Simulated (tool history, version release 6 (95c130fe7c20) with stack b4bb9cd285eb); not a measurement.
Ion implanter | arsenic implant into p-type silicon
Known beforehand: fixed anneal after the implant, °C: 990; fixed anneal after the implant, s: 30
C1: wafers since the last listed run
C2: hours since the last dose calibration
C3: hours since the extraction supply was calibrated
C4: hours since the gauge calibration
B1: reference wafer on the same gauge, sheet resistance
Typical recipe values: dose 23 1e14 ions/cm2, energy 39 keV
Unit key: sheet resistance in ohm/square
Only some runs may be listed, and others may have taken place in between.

{"run": 1, "hour": 0.0, "dose": 23, "energy": 33, "C1": 0, "C2": 1574.9, "C3": 3341.3, "C4": 188.3, "B1": 86.67, "sheet resistance": 92.61}
{"run": 2, "hour": 14.8, "dose": 23, "energy": 33, "C1": 216, "C2": 1589.7, "C3": 3356.1, "C4": 203.1, "B1": 86.7, "sheet resistance": 92.82}
{"run": 3, "hour": 26.6, "dose": 23, "energy": 33, "C1": 172, "C2": 1601.5, "C3": 3367.9, "C4": 214.9, "B1": 86.72, "sheet resistance": 92.88}
{"run": 4, "hour": 33.9, "dose": 23, "energy": 39, "C1": 106, "C2": 1608.8, "C3": 3375.2, "C4": 222.2, "B1": 86.74, "sheet resistance": 86.25}
{"run": 5, "hour": 48.0, "dose": 23, "energy": 39, "C1": 205, "C2": 1622.9, "C3": 3389.3, "C4": 236.3, "B1": 86.78, "sheet resistance": 86.37}
{"run": 6, "hour": 63.1, "dose": 23, "energy": 39, "C1": 220, "C2": 1638, "C3": 3404.4, "C4": 251.4, "B1": 86.81, "sheet resistance": 86.32}
{"run": 7, "hour": 70.1, "dose": 23, "energy": 39, "C1": 102, "C2": 1645, "C3": 3411.4, "C4": 258.4, "B1": 86.83, "sheet resistance": 86.64}
{"run": 8, "hour": 77.8, "dose": 23, "energy": 39, "C1": 112, "C2": 1652.7, "C3": 3419.1, "C4": 266.1, "B1": 86.86, "sheet resistance": 86.6}
{"run": 9, "hour": 95.6, "dose": 23, "energy": 39, "C1": 259, "C2": 1670.5, "C3": 3436.9, "C4": 283.9, "B1": 86.89, "sheet resistance": 86.52}
{"run": 10, "hour": 102.9, "dose": 26, "energy": 39, "C1": 106, "C2": 1677.8, "C3": 3444.2, "C4": 291.2, "B1": 86.9, "sheet resistance": 84.23}
{"hour": 115.6, "done": "extraction supply calibrated"}
{"run": 11, "hour": 119.9, "dose": 26, "energy": 39, "C1": 131, "C2": 1694.8, "C3": 4.3, "C4": 308.2, "B1": 86.96, "sheet resistance": 84.23}
{"run": 12, "hour": 131.2, "dose": 23, "energy": 39, "C1": 164, "C2": 1706.1, "C3": 15.6, "C4": 319.5, "B1": 86.95, "sheet resistance": 86.49}
{"run": 13, "hour": 138.4, "dose": 23, "energy": 39, "C1": 105, "C2": 1713.3, "C3": 22.8, "C4": 326.7, "B1": 87, "sheet resistance": 86.53}
{"run": 14, "hour": 150.4, "dose": 23, "energy": 39, "C1": 175, "C2": 1725.3, "C3": 34.8, "C4": 338.7, "B1": 86.98, "sheet resistance": 86.65}
{"hour": 158.1, "done": "gauge calibrated"}
{"run": 15, "hour": 163.2, "dose": 23, "energy": 29.5, "C1": 186, "C2": 1738.1, "C3": 47.6, "C4": 5.1, "B1": 86.66, "sheet resistance": 97.35}
{"run": 16, "hour": 169.7, "dose": 27.5, "energy": 30.5, "C1": 94, "C2": 1744.6, "C3": 54.1, "C4": 11.6, "B1": 86.69, "sheet resistance": 93.31}
{"run": 17, "hour": 176.2, "dose": 23, "energy": 39, "C1": 94, "C2": 1751.1, "C3": 60.6, "C4": 18.1, "B1": 86.73, "sheet resistance": 86.39}
{"run": 18, "hour": 185.8, "dose": 28.15, "energy": 48.5, "C1": 140, "C2": 1760.7, "C3": 70.2, "C4": 27.7, "B1": 86.71, "sheet resistance": 74.33}
{"run": 19, "hour": 203.5, "dose": 23, "energy": 39, "C1": 258, "C2": 1778.4, "C3": 87.9, "C4": 45.4, "B1": 86.78, "sheet resistance": 86.43}
{"run": 20, "hour": 241.3, "dose": 26.63, "energy": 44, "C1": 551, "C2": 1816.2, "C3": 125.7, "C4": 83.2, "B1": 86.82, "sheet resistance": 79.46}
{"run": 21, "hour": 278.8, "dose": 28.5, "energy": 39, "C1": 547, "C2": 1853.7, "C3": 163.2, "C4": 120.7, "B1": 86.92, "sheet resistance": 83.16}
{"run": 22, "hour": 287.7, "dose": 16.84, "energy": 27.5, "C1": 129, "C2": 1862.6, "C3": 172.1, "C4": 129.6, "B1": 86.98, "sheet resistance": 107.34}
{"hour": 296.1, "done": "Faraday cup replaced and dose calibrated"}
{"run": 23, "hour": 298.0, "dose": 19.34, "energy": 46.5, "C1": 33, "C2": 1.9, "C3": 182.4, "C4": 139.9, "B1": 86.99, "sheet resistance": 84.73}
{"run": 24, "hour": 310.9, "dose": 17.33, "energy": 39, "C1": 188, "C2": 14.8, "C3": 195.3, "C4": 152.8, "B1": 87.03, "sheet resistance": 93.77}
{"run": 25, "hour": 346.7, "dose": 23, "energy": 39, "C1": 522, "C2": 50.6, "C3": 231.1, "C4": 188.6, "B1": 87.08, "sheet resistance": 86.59}
{"run": 26, "hour": 358.9, "dose": 23, "energy": 47.5, "C1": 178, "C2": 62.8, "C3": 243.3, "C4": 200.8, "B1": 87.09, "sheet resistance": 79.53}
{"run": 27, "hour": 369.5, "dose": 23, "energy": 26.5, "C1": 154, "C2": 73.4, "C3": 253.9, "C4": 211.4, "B1": 87.17, "sheet resistance": 102.15}
{"run": 28, "hour": 380.8, "dose": 23, "energy": 49.5, "C1": 164, "C2": 84.7, "C3": 265.2, "C4": 222.7, "B1": 87.18, "sheet resistance": 78.2}

Below, some changes in sheet resistance between adjacent runs. For each, the amount present without the hidden state too (settings, incoming material, random variation) and the amount remaining for the hidden state with gauge scatter not shared by both compared results:
Unlogged tool condition in this case: deviation of the true dose from the Faraday cup's reading, %; deviation of the true energy from its setpoint, %; gauge reads high (%).
Run 14 -> 15: energy 39 -> 29.5, gauge calibrated. sheet resistance +10.7 ohm/square: hidden state -0.31, all else +11.01.
Run 21 -> 22: dose 28.5 -> 16.84, energy 39 -> 27.5. sheet resistance +24.18 ohm/square: hidden state +0.16, all else +24.02.
Run 26 -> 27: energy 47.5 -> 26.5. sheet resistance +22.62 ohm/square: hidden state +0.19, all else +22.43.
Run 27 -> 28: energy 26.5 -> 49.5. sheet resistance -23.95 ohm/square: hidden state -0.15, all else -23.8.
